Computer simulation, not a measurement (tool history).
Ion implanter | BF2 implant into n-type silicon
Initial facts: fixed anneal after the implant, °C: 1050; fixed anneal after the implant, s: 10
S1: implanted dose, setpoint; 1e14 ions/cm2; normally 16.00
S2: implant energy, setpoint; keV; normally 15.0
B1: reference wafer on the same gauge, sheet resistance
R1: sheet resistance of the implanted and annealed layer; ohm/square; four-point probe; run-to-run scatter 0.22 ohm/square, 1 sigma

run 1 day=0.000 | S1=12.52 S2=15.0 | B1=162.03 | R1=153.21
run 2 day=3.796 | S1=12.52 S2=15.0 | B1=162.04 | R1=153.33
run 3 day=5.538 | S1=16.00 S2=11.5 | B1=162.01 | R1=156.12
run 4 day=9.692 | S1=16.00 S2=15.0 | B1=162.05 | R1=145.19
run 5 day=11.312 | S1=16.00 S2=15.0 | B1=161.95 | R1=145.26
run 6 day=14.412 | S1=16.00 S2=15.0 | B1=161.91 | R1=144.64
run 7 day=17.279 | S1=18.34 S2=15.0 | B1=162.06 | R1=142.00
run 8 day=19.750 | S1=18.34 S2=15.0 | B1=162.01 | R1=141.80
run 9 day=22.212 | S1=19.50 S2=15.0 | B1=161.97 | R1=141.04
run 10 day=25.212 | S1=16.00 S2=17.0 | B1=162.04 | R1=139.34
run 11 day=29.512 | S1=16.00 S2=17.0 | B1=162.01 | R1=139.14
-- day=31.817 Faraday cup replaced and dose calibrated
run 12 day=33.796 | S1=16.00 S2=13.5 | B1=162.02 | R1=149.12
run 13 day=41.192 | S1=16.00 S2=13.5 | B1=162.00 | R1=149.17
-- day=41.908 extraction supply calibrated
run 14 day=45.421 | S1=16.00 S2=18.5 | B1=162.01 | R1=136.82

Predict the results of run 15:
run 15 day=48.479 | S1=16.00 S2=15.0 | B1=? | R1=?

Run 15 measured B1 162.08, R1 146.20 ohm/square.
If the tool had no hidden condition, the same run with the same run-to-run variation would have returned R1 146.33 ohm/square.
